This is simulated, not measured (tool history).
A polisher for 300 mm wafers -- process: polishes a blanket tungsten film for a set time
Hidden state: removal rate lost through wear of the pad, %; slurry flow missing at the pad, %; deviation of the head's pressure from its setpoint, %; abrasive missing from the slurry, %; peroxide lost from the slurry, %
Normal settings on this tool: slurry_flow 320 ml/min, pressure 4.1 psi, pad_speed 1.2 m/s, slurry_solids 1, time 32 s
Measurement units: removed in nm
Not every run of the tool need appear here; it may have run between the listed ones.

| run | hour | slurry_flow | pressure | pad_speed | slurry_solids | time | wafers since the last listed run | wafers polished on this pad | hours since the slurry nozzle was cleaned | hours since the head pressure was calibrated | hours since the slurry blender was calibrated | hours since the slurry got fresh peroxide | incoming thickness of the incoming film, nm | removed |
|---|---|---|---|---|---|---|---|---|---|---|---|---|---|---|
| 1 | 0 | 320 | 4.4 | 1.1 | 1 | 32 | 0 | 2535 | 95.5 | 509.9 | 253.4 | 478.9 | 1131 | 181 |
| 2 | 100.1 | 320 | 4.1 | 1.2 | 1 | 32 | 1570 | 4106 | 195.6 | 610 | 353.5 | 579 | 1117.3 | 182.1 |
| 3 | 181 | 320 | 4.1 | 0.96 | 1 | 32 | 1269 | 5375 | 276.5 | 690.9 | 434.4 | 659.9 | 1112.5 | 146.1 |
| 4 | 245 | 320 | 4.1 | 1.2 | 0.85 | 32 | 1004 | 6379 | 340.5 | 754.9 | 498.4 | 723.9 | 1135.4 | 171.8 |
| 5 | 350.4 | 320 | 4.1 | 1.2 | 1 | 32 | 1653 | 8032 | 445.9 | 860.3 | 603.8 | 829.3 | 1104.2 | 176.2 |
|  | 404.7 | slurry tank refilled with fresh slurry and peroxide |
| 6 | 436.2 | 215 | 3.4 | 1.42 | 1 | 32 | 1330 | 9363 | 531.7 | 946.1 | 689.6 | 31.5 | 1123.7 | 159.8 |
|  | 466 | slurry blender recalibrated |
| 7 | 591.8 | 250 | 2.9 | 1.36 | 1 | 25 | 2409 | 11772 | 687.3 | 1101.7 | 125.8 | 187.1 | 1121.7 | 100.7 |
|  | 633.2 | head pressure recalibrated |
| 8 | 642.2 | 250 | 2.9 | 1.36 | 1 | 25 | 759 | 12532 | 737.7 | 9 | 176.2 | 237.5 | 1128.7 | 92.2 |
|  | 655.6 | worn pad replaced by a new one |
|  | 712.1 | slurry nozzle cleaned |
| 9 | 741.5 | 320 | 4.1 | 1.2 | 1 | 32 | 1479 | 1332 | 29.4 | 108.3 | 275.5 | 336.8 | 1119.3 | 173.3 |
| 10 | 830.4 | 320 | 4.1 | 1.34 | 1.1 | 36 | 1394 | 2726 | 118.3 | 197.2 | 364.4 | 425.7 | 1117.6 | 229.4 |
| 11 | 871.9 | 240 | 4.1 | 1.2 | 1 | 32 | 651 | 3377 | 159.8 | 238.7 | 405.9 | 467.2 | 1118.7 | 171.8 |
| 12 | 976 | 240 | 3.2 | 1.46 | 1 | 35 | 1633 | 5011 | 263.9 | 342.8 | 510 | 571.3 | 1129.9 | 173.7 |
| 13 | 1077.3 | 320 | 4.1 | 1.4 | 1.1 | 32 | 1589 | 6600 | 365.2 | 444.1 | 611.3 | 672.6 | 1131 | 203.2 |
| 14 | 1141.7 | 320 | 4.1 | 1.2 | 1 | 32 | 1010 | 7610 | 429.6 | 508.5 | 675.7 | 737 | 1116.1 | 179.9 |
| 15 | 1221.2 | 320 | 4.1 | 1.2 | 1.15 | 32 | 1247 | 8857 | 509.1 | 588 | 755.2 | 816.5 | 1140.7 | 181.9 |
|  | 1259 | slurry tank refilled with fresh slurry and peroxide |
|  | 1271.8 | slurry blender recalibrated |
| 16 | 1279.8 | 320 | 4.1 | 1.2 | 1 | 32 | 872 | 9730 | 567.7 | 646.6 | 8 | 20.8 | 1120.9 | 175.1 |
| 17 | 1380.3 | 320 | 4.1 | 1.2 | 1 | 32 | 1576 | 11306 | 668.2 | 747.1 | 108.5 | 121.3 | 1099.1 | 172.1 |
|  | 1422 | slurry nozzle cleaned |
|  | 1434 | worn pad replaced by a new one |
| 18 | 1676.6 | 320 | 4.1 | 1.2 | 1 | 25 | 4570 | 3806 | 254.6 | 1043.4 | 404.8 | 417.6 | 1129 | 143.3 |
| 19 | 1736.5 | 320 | 5.2 | 0.82 | 1 | 32 | 939 | 4746 | 314.5 | 1103.3 | 464.7 | 477.5 | 1126 | 178.8 |
| 20 | 1822.3 | 320 | 5.3 | 0.8 | 1 | 41 | 1346 | 6092 | 400.3 | 1189.1 | 550.5 | 563.3 | 1143.9 | 222.8 |
| 21 | 1893.5 | 320 | 2.8 | 1.2 | 0.8 | 39 | 1117 | 7209 | 471.5 | 1260.3 | 621.7 | 634.5 | 1101.5 | 149.2 |
| 22 | 1935.3 | 275 | 4.1 | 1.54 | 1.15 | 32 | 655 | 7865 | 513.3 | 1302.1 | 663.5 | 676.3 | 1098 | 230.1 |
| 23 | 2000.8 | 320 | 4.4 | 1.1 | 1 | 32 | 1027 | 8892 | 578.8 | 1367.6 | 729 | 741.8 | 1116.9 | 184.9 |
|  | 2077.5 | head pressure recalibrated |
|  | 2095.3 | slurry blender recalibrated |
| 24 | 2095.8 | 320 | 4.1 | 1.2 | 1 | 32 | 1427 | 10320 | 673.8 | 18.3 | 0.5 | 836.8 | 1123.2 | 154.3 |
|  | 2114.8 | slurry tank refilled with fresh slurry and peroxide |
|  | 2128.3 | slurry nozzle cleaned |
| 25 | 2201.2 | 265 | 4.1 | 0.8 | 1 | 32 | 1622 | 11942 | 72.9 | 123.7 | 105.9 | 86.4 | 1113.6 | 110.2 |
| 26 | 2268.6 | 230 | 4.1 | 1.58 | 0.7 | 32 | 1057 | 13000 | 140.3 | 191.1 | 173.3 | 153.8 | 1125.2 | 185.3 |
| 27 | 2317.6 | 320 | 4.1 | 1.2 | 0.9 | 43 | 768 | 13768 | 189.3 | 240.1 | 222.3 | 202.8 | 1104.6 | 207.7 |

Forecast each of these 3 alternatives for the next run:
| A | 2318 | 320 | 4.1 | 0.94 | 1 | 32 | 6 | 13775 | 189.7 | 240.5 | 222.7 | 203.2 | 1111.1 | ? |
| B | 2318 | 420 | 4.1 | 1.5 | 0.85 | 32 | 6 | 13775 | 189.7 | 240.5 | 222.7 | 203.2 | 1111.1 | ? |
| C | 2318 | 320 | 4.8 | 1.2 | 0.8 | 22 | 6 | 13775 | 189.7 | 240.5 | 222.7 | 203.2 | 1111.1 | ? |

| run | removed |
|---|---|
| A | 130.5 |
| B | 190.6 |
| C | 122.9 |
Take away the tool's hidden state, keep each run's random variation, and the runs would have read:
| run | removed |
|---|---|
| A | 143.3 |
| B | 209.2 |
| C | 134.9 |
